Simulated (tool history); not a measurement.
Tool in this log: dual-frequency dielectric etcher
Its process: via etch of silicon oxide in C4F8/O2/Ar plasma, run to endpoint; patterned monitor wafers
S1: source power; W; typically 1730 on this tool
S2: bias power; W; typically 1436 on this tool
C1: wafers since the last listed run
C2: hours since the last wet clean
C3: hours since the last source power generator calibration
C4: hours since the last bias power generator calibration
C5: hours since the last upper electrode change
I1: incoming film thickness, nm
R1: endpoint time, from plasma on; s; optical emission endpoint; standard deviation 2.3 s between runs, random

run    hour    S1    S2    C1     C2      C3      C4      C5      I1     R1
  1       0  1730  1436     0  433.4  2125.7  1726.6  3349.2  1162.6  260.2
       90.6  -- bias power generator calibrated
  2    96.3  1730  1436   355  529.7    2222     5.7  3445.5  1153.3  254.8
      196.4  -- wet clean of the chamber
  3   201.9  1730  1436   314    5.5  2327.6   111.3  3551.1  1162.8  267.1
  4     431  1730  1546   882  234.6  2556.7   340.4  3780.2  1154.1  255.6
  5   506.8  1730  1546   292  310.4  2632.5   416.2    3856  1159.7  257.6
  6   584.7  1730  1436   300  388.3  2710.4   494.1  3933.9  1168.7  266.2
  7   659.9  1730  1436   289  463.5  2785.6   569.3  4009.1  1161.9  260.9
  8   756.1  1730  1436   370  559.7  2881.8   665.5  4105.3  1163.8  258.5
      826.7  -- wet clean of the chamber
  9   862.4  1540  1436   317   35.7  2988.1   771.8  4211.6    1162  256.8
 10   905.3  1540  1436   165   78.6    3031   814.7  4254.5  1162.1    260
 11   946.8  1730  1436   159  120.1  3072.5   856.2    4296  1150.8  249.5
 12  1010.4  1970  1586   245  183.7  3136.1   919.8  4359.6  1159.5  235.7
 13  1094.9  1970  1586   325  268.2  3220.6  1004.3  4444.1    1152  235.7
 14  1198.3  1730  1436   398  371.6    3324  1107.7  4547.5  1161.8  251.7
 15  1295.9  1730  1436   376  469.2  3421.6  1205.3  4645.1  1157.8  245.5
     1322.3  -- wet clean of the chamber, repeated, since the last time left the tool worse
 16    1381  1730  1436   235   58.7  3506.7  1290.4  4730.2  1149.4  256.3
 17  1479.9  1730  1436   381  157.6  3605.6  1389.3  4829.1  1162.8  266.1
 18    1565  1490  1436   327  242.7  3690.7  1474.4  4914.2    1167  276.6
 19  1609.2  2050  1130   170  286.9  3734.9  1518.6  4958.4    1165  262.9
 20  1663.2  1730  1246   208  340.9  3788.9  1572.6  5012.4  1160.1  268.5
       1734  -- upper electrode replaced
 21  1744.1  1730  1436   219  421.8  3869.8  1653.5    10.1  1162.2  263.3
 22  1849.3  1550  1436   405    527    3975  1758.7   115.3  1153.4  262.1
 23    1900  1350  1779   195  577.7  4025.7  1809.4     166    1156  260.3
 24    1936  1990  1164   138  613.7  4061.7  1845.4     202  1156.8  259.7
     1972.2  -- wet clean of the chamber
 25  1989.2  1730  1189   112     17  4114.9  1898.6   255.2  1172.1  276.1
 26    2091  1730  1436   392  118.8  4216.7  2000.4     357  1160.9  259.6
     2157.3  -- source power generator calibrated
     2314.2  -- bias power generator calibrated
 27  2394.2  1590  1436  1137    422   236.9      80   660.2    1158  264.6
 28  2486.2  1490  1323   354    514   328.9     172   752.2  1171.1  275.5
     2525.6  -- wet clean of the chamber
 29  2572.3  1730  1436   239   46.7     415   258.1   838.3  1150.8  257.4
 30  2646.5  1340  1208   285  120.9   489.2   332.3   912.5  1145.4  282.9
 31  2713.6  1380  1226   258    188   556.3   399.4   979.6    1162  290.4
 32  2756.4  2060  1436   164  230.8   599.1   442.2  1022.4    1160  249.3
 33  2852.8  1730  1088   371  327.2   695.5   538.6  1118.8    1150  273.9
 34  2941.5  2000  1663   341  415.9   784.2   627.3  1207.5    1165  240.5
 35  2982.5  1730  1735   157  456.9   825.2   668.3  1248.5  1160.8  244.8

A few steps of R1 between consecutive runs. Split each: what settings, incoming material and random variation would produce without the hidden state, and what is left over for the hidden state, along with gauge scatter present in only one of the two compared results (measured, and without hidden state):
The tool's hidden condition here consists of: etch rate over this chamber's usual, %; source power that arrives over what is set, %; bias power that arrives over what is set, %.
Run 8 -> 9: S1 1730 -> 1540, wet clean of the chamber. R1 -1.7 s: hidden state -5.8, all else +4.1.
Run 15 -> 16: wet clean of the chamber, repeated, since the last time left the tool worse. R1 +10.8 s: hidden state +16, all else -5.2.
Run 24 -> 25: S1 1990 -> 1730, S2 1164 -> 1189, wet clean of the chamber. R1 +16.4 s: hidden state +6.7, all else +9.7.
Run 29 -> 30: S1 1730 -> 1340, S2 1436 -> 1208. R1 +25.5 s: hidden state -1.2, all else +26.7.
Run 31 -> 32: S1 1380 -> 2060, S2 1226 -> 1436. R1 -41.1 s: hidden state +0.2, all else -41.3.
Run 33 -> 34: S1 1730 -> 2000, S2 1088 -> 1663. R1 -33.4 s: hidden state -0.3, all else -33.1.
